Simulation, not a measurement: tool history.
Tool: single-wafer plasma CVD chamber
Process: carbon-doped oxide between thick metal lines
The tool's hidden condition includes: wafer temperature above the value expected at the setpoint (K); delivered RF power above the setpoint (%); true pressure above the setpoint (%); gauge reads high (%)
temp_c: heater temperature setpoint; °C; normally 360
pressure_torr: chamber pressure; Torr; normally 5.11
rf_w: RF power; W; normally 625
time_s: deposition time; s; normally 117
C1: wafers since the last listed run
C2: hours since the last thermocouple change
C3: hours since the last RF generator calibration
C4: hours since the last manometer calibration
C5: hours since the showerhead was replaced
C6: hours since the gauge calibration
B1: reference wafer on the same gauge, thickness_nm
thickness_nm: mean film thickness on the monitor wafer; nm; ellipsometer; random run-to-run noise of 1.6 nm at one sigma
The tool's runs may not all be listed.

Run 1, hour 0.0: usual settings; C1 0; C2 1241.4; C3 1641.8; C4 2434.0; C5 5127.0; C6 114.0; B1 759.081. Result: thickness_nm 628.597 nm.
Run 2, hour 19.4: usual settings; C1 217; C2 1260.8; C3 1661.2; C4 2453.4; C5 5146.4; C6 133.4; B1 759.157. Result: thickness_nm 626.734 nm.
Run 3, hour 36.2: usual settings; C1 188; C2 1277.6; C3 1678.0; C4 2470.2; C5 5163.2; C6 150.2; B1 758.768. Result: thickness_nm 629.586 nm.
Run 4, hour 63.4: usual settings; C1 304; C2 1304.8; C3 1705.2; C4 2497.4; C5 5190.4; C6 177.4; B1 759.266. Result: thickness_nm 625.861 nm.
Run 5, hour 97.8: usual settings but temp_c 356 °C; C1 385; C2 1339.2; C3 1739.6; C4 2531.8; C5 5224.8; C6 211.8; B1 759.290. Result: thickness_nm 633.207 nm.
Run 6, hour 112.0: usual settings; C1 158; C2 1353.4; C3 1753.8; C4 2546.0; C5 5239.0; C6 226.0; B1 758.610. Result: thickness_nm 622.719 nm.
Run 7, hour 129.3: usual settings but pressure_torr 5.51 Torr, time_s 107 s; C1 193; C2 1370.7; C3 1771.1; C4 2563.3; C5 5256.3; C6 243.3; B1 758.628. Result: thickness_nm 577.082 nm.
Run 8, hour 147.2: usual settings but pressure_torr 5.51 Torr, time_s 107 s; C1 200; C2 1388.6; C3 1789.0; C4 2581.2; C5 5274.2; C6 261.2; B1 759.105. Result: thickness_nm 577.895 nm.
At hour 159.6: RF generator calibrated.
Run 9, hour 172.8: usual settings but pressure_torr 5.51 Torr, time_s 107 s; C1 197; C2 1414.2; C3 13.2; C4 2606.8; C5 5299.8; C6 286.8; B1 759.079. Result: thickness_nm 602.878 nm.
Run 10, hour 187.5: usual settings; C1 164; C2 1428.9; C3 27.9; C4 2621.5; C5 5314.5; C6 301.5; B1 758.952. Result: thickness_nm 656.783 nm.
Run 11, hour 206.2: usual settings but temp_c 348 °C, pressure_torr 5.85 Torr, rf_w 595 W, time_s 133 s; C1 209; C2 1447.6; C3 46.6; C4 2640.2; C5 5333.2; C6 320.2; B1 759.332. Result: thickness_nm 753.170 nm.
At hour 224.7: gauge calibrated.
Run 12, hour 230.9: usual settings; C1 276; C2 1472.3; C3 71.3; C4 2664.9; C5 5357.9; C6 6.2; B1 758.789. Result: thickness_nm 652.351 nm.
At hour 243.5: showerhead replaced.
Run 13, hour 253.8: usual settings but pressure_torr 5.51 Torr, time_s 107 s; C1 166; C2 1495.2; C3 94.2; C4 2687.8; C5 10.3; C6 29.1; B1 758.720. Result: thickness_nm 602.118 nm.
Run 14, hour 270.5: usual settings but pressure_torr 5.73 Torr, rf_w 515 W; C1 186; C2 1511.9; C3 110.9; C4 2704.5; C5 27.0; C6 45.8; B1 759.163. Result: thickness_nm 578.307 nm.
At hour 294.0: capacitance manometer re-zeroed and calibrated.
Run 15, hour 294.5: usual settings but temp_c 365 °C, pressure_torr 4.29 Torr, rf_w 540 W, time_s 128 s; C1 179; C2 1535.9; C3 134.9; C4 0.5; C5 51.0; C6 69.8; B1 758.255. Result: thickness_nm 630.847 nm.
Run 16, hour 322.3: usual settings but temp_c 373 °C, pressure_torr 4.49 Torr, rf_w 705 W, time_s 104 s; C1 311; C2 1563.7; C3 162.7; C4 28.3; C5 78.8; C6 97.6; B1 759.469. Result: thickness_nm 601.507 nm.
At hour 363.0: thermocouple changed; heater temperature recalibrated.
Run 17, hour 369.0: usual settings but temp_c 373 °C; C1 433; C2 6.0; C3 209.4; C4 75.0; C5 125.5; C6 144.3; B1 758.698. Result: thickness_nm 628.441 nm.
Run 18, hour 388.8: usual settings but rf_w 515 W, time_s 136 s; C1 221; C2 25.8; C3 229.2; C4 94.8; C5 145.3; C6 164.1; B1 758.782. Result: thickness_nm 663.570 nm.
Run 19, hour 411.2: usual settings; C1 250; C2 48.2; C3 251.6; C4 117.2; C5 167.7; C6 186.5; B1 759.306. Result: thickness_nm 649.434 nm.
Run 20, hour 424.4: usual settings but temp_c 366 °C, rf_w 685 W, time_s 98 s; C1 147; C2 61.4; C3 264.8; C4 130.4; C5 180.9; C6 199.7; B1 759.168. Result: thickness_nm 569.244 nm.
Run 21, hour 454.5: usual settings; C1 336; C2 91.5; C3 294.9; C4 160.5; C5 211.0; C6 229.8; B1 759.238. Result: thickness_nm 649.117 nm.

Here are 3 independent what-if runs from the current tool condition. What would each one return?
Run A, hour 454.9: usual settings; C1 4; C2 91.9; C3 295.3; C4 160.9; C5 211.4; C6 230.2; B1 ?. Result: thickness_nm ?.
Run B, hour 454.9: usual settings but rf_w 670 W, time_s 104 s; C1 4; C2 91.9; C3 295.3; C4 160.9; C5 211.4; C6 230.2; B1 ?. Result: thickness_nm ?.
Run C, hour 454.9: usual settings but temp_c 370 °C, pressure_torr 5.74 Torr, rf_w 500 W, time_s 137 s; C1 4; C2 91.9; C3 295.3; C4 160.9; C5 211.4; C6 230.2; B1 ?. Result: thickness_nm ?.

run       B1  thickness_nm
  A  758.765       648.021
  B  758.765       603.045
  C  758.765       642.087
Stripped of hidden state, with their random variation kept, the same runs would have yielded:
run  thickness_nm
  A       658.553
  B       612.565
  C       653.098
